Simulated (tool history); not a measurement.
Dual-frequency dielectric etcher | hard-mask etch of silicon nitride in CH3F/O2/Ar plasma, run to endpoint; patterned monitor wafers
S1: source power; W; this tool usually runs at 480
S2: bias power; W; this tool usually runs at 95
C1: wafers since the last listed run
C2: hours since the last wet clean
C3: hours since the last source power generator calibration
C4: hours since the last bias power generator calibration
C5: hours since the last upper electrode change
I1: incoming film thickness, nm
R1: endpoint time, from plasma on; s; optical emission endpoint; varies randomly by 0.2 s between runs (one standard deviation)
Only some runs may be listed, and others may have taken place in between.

| run | hour | S1 | S2 | C1 | C2 | C3 | C4 | C5 | I1 | R1 |
|---|---|---|---|---|---|---|---|---|---|---|
| 1 | 0.0 | 510 | 95 | 0 | 592.0 | 1436.7 | 782.4 | 2559.8 | 44.67 | 51.9 |
|  | 25.3 | wet clean of the chamber |
| 2 | 102.5 | 510 | 95 | 1172 | 77.2 | 1539.2 | 884.9 | 2662.3 | 44.67 | 52.0 |
| 3 | 364.9 | 510 | 95 | 3919 | 339.6 | 1801.6 | 1147.3 | 2924.7 | 44.81 | 51.8 |
| 4 | 466.3 | 480 | 95 | 1514 | 441.0 | 1903.0 | 1248.7 | 3026.1 | 44.53 | 53.3 |
| 5 | 534.2 | 480 | 90 | 1014 | 508.9 | 1970.9 | 1316.6 | 3094.0 | 44.72 | 55.2 |
|  | 582.1 | wet clean of the chamber |
| 6 | 637.4 | 480 | 90 | 1183 | 55.3 | 2074.1 | 1419.8 | 3197.2 | 44.27 | 54.6 |
| 7 | 689.0 | 480 | 77 | 770 | 106.9 | 2125.7 | 1471.4 | 3248.8 | 44.32 | 57.9 |
| 8 | 791.5 | 480 | 77 | 1531 | 209.4 | 2228.2 | 1573.9 | 3351.3 | 44.65 | 59.1 |
|  | 876.1 | upper electrode replaced |
| 9 | 893.7 | 480 | 95 | 1168 | 311.6 | 2330.4 | 1676.1 | 17.6 | 44.82 | 53.4 |
| 10 | 962.3 | 480 | 95 | 1024 | 380.2 | 2399.0 | 1744.7 | 86.2 | 44.82 | 53.4 |
| 11 | 1062.4 | 480 | 95 | 1495 | 480.3 | 2499.1 | 1844.8 | 186.3 | 44.71 | 53.4 |
|  | 1120.0 | wet clean of the chamber |
| 12 | 1168.4 | 480 | 95 | 1224 | 48.4 | 2605.1 | 1950.8 | 292.3 | 44.08 | 52.5 |
| 13 | 1272.4 | 480 | 95 | 1553 | 152.4 | 2709.1 | 2054.8 | 396.3 | 44.44 | 52.8 |
| 14 | 1336.3 | 480 | 95 | 954 | 216.3 | 2773.0 | 2118.7 | 460.2 | 44.72 | 53.1 |
| 15 | 1373.2 | 480 | 95 | 551 | 253.2 | 2809.9 | 2155.6 | 497.1 | 45.33 | 53.9 |
| 16 | 1419.1 | 480 | 95 | 685 | 299.1 | 2855.8 | 2201.5 | 543.0 | 44.87 | 53.4 |
| 17 | 1502.1 | 480 | 95 | 1239 | 382.1 | 2938.8 | 2284.5 | 626.0 | 44.50 | 52.8 |
| 18 | 1542.4 | 400 | 115 | 601 | 422.4 | 2979.1 | 2324.8 | 666.3 | 44.44 | 53.1 |
| 19 | 1641.5 | 480 | 113 | 1480 | 521.5 | 3078.2 | 2423.9 | 765.4 | 44.63 | 48.8 |
|  | 1751.0 | wet clean of the chamber |
| 20 | 1751.5 | 410 | 115 | 1284 | 0.5 | 3188.2 | 2533.9 | 875.4 | 44.31 | 52.5 |
|  | 1804.9 | bias power generator calibrated |
| 21 | 1829.8 | 590 | 109 | 1109 | 78.8 | 3266.5 | 24.9 | 953.7 | 44.63 | 44.7 |
| 22 | 1878.0 | 480 | 95 | 720 | 127.0 | 3314.7 | 73.1 | 1001.9 | 44.42 | 52.5 |
| 23 | 1945.2 | 590 | 113 | 1003 | 194.2 | 3381.9 | 140.3 | 1069.1 | 44.21 | 43.5 |
| 24 | 1986.7 | 390 | 87 | 619 | 235.7 | 3423.4 | 181.8 | 1110.6 | 44.34 | 60.7 |
| 25 | 2024.3 | 480 | 95 | 561 | 273.3 | 3461.0 | 219.4 | 1148.2 | 44.71 | 52.9 |
| 26 | 2112.0 | 370 | 83 | 1310 | 361.0 | 3548.7 | 307.1 | 1235.9 | 44.49 | 64.0 |
| 27 | 2187.7 | 480 | 107 | 1130 | 436.7 | 3624.4 | 382.8 | 1311.6 | 44.64 | 50.0 |
|  | 2293.1 | source power generator calibrated |
| 28 | 2293.6 | 440 | 107 | 1522 | 542.6 | 0.5 | 488.7 | 1417.5 | 44.57 | 53.4 |
| 29 | 2375.0 | 520 | 87 | 1215 | 624.0 | 81.9 | 570.1 | 1498.9 | 44.63 | 53.9 |
|  | 2403.5 | wet clean of the chamber |
| 30 | 2477.4 | 480 | 110 | 1171 | 73.9 | 184.3 | 672.5 | 1601.3 | 44.30 | 50.0 |
| 31 | 2577.1 | 480 | 95 | 1489 | 173.6 | 284.0 | 772.2 | 1701.0 | 44.70 | 54.2 |
| 32 | 2742.2 | 530 | 83 | 2466 | 338.7 | 449.1 | 937.3 | 1866.1 | 44.59 | 54.2 |
| 33 | 2791.2 | 570 | 73 | 731 | 387.7 | 498.1 | 986.3 | 1915.1 | 44.75 | 55.4 |
| 34 | 2889.3 | 550 | 107 | 1465 | 485.8 | 596.2 | 1084.4 | 2013.2 | 44.18 | 47.3 |
| 35 | 2939.9 | 380 | 88 | 755 | 536.4 | 646.8 | 1135.0 | 2063.8 | 44.86 | 63.8 |

Below are 4 alternative next runs, each starting from the tool's condition after run 35. Predict each:
| A | 2940.3 | 560 | 95 | 5 | 536.8 | 647.2 | 1135.4 | 2064.2 | 44.61 | ? |
| B | 2940.3 | 410 | 95 | 5 | 536.8 | 647.2 | 1135.4 | 2064.2 | 44.61 | ? |
| C | 2940.3 | 550 | 85 | 5 | 536.8 | 647.2 | 1135.4 | 2064.2 | 44.61 | ? |
| D | 2940.3 | 520 | 95 | 5 | 536.8 | 647.2 | 1135.4 | 2064.2 | 44.61 | ? |

| run | R1 |
|---|---|
| A | 50.0 |
| B | 58.8 |
| C | 53.0 |
| D | 51.9 |
Stripped of hidden state, with their random variation kept, the same runs would have yielded:
| run | R1 |
|---|---|
| A | 49.8 |
| B | 58.5 |
| C | 52.8 |
| D | 51.7 |
